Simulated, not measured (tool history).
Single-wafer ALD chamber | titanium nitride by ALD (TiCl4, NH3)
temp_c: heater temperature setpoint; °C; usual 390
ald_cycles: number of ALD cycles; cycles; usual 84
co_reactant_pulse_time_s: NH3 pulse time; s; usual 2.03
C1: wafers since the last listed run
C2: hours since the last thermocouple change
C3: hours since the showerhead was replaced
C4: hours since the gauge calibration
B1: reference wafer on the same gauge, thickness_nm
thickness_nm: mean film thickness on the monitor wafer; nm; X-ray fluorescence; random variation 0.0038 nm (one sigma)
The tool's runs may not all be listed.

run 1 day=0.000 | temp_c=390 ald_cycles=84 co_reactant_pulse_time_s=2.03 | C1=0 C2=1453.2 C3=4447.8 C4=139.8 | B1=2.163 | thickness_nm=1.854
run 2 day=0.388 | temp_c=390 ald_cycles=84 co_reactant_pulse_time_s=2.03 | C1=20 C2=1462.5 C3=4457.1 C4=149.1 | B1=2.159 | thickness_nm=1.860
run 3 day=0.879 | temp_c=390 ald_cycles=84 co_reactant_pulse_time_s=2.03 | C1=25 C2=1474.3 C3=4468.9 C4=160.9 | B1=2.160 | thickness_nm=1.848
run 4 day=1.625 | temp_c=399 ald_cycles=84 co_reactant_pulse_time_s=2.03 | C1=39 C2=1492.2 C3=4486.8 C4=178.8 | B1=2.160 | thickness_nm=1.871
run 5 day=2.038 | temp_c=390 ald_cycles=84 co_reactant_pulse_time_s=2.03 | C1=21 C2=1502.1 C3=4496.7 C4=188.7 | B1=2.160 | thickness_nm=1.852
run 6 day=2.421 | temp_c=390 ald_cycles=84 co_reactant_pulse_time_s=2.03 | C1=20 C2=1511.3 C3=4505.9 C4=197.9 | B1=2.163 | thickness_nm=1.844
run 7 day=2.871 | temp_c=390 ald_cycles=84 co_reactant_pulse_time_s=2.65 | C1=23 C2=1522.1 C3=4516.7 C4=208.7 | B1=2.161 | thickness_nm=1.869
run 8 day=3.392 | temp_c=390 ald_cycles=84 co_reactant_pulse_time_s=2.65 | C1=27 C2=1534.6 C3=4529.2 C4=221.2 | B1=2.159 | thickness_nm=1.860
-- day=4.462 thermocouple changed; heater temperature recalibrated
-- day=4.925 showerhead replaced
run 9 day=4.946 | temp_c=390 ald_cycles=84 co_reactant_pulse_time_s=2.65 | C1=46 C2=11.6 C3=0.5 C4=258.5 | B1=2.158 | thickness_nm=1.859

Forecast run 10:
run 10 day=5.592 | temp_c=382 ald_cycles=100 co_reactant_pulse_time_s=1.46 | C1=33 C2=27.1 C3=16.0 C4=274.0 | B1=? | thickness_nm=?

B1: 2.160
thickness_nm: 2.167 nm
Without the tool's hidden state the same run would have given thickness_nm 2.167 nm.
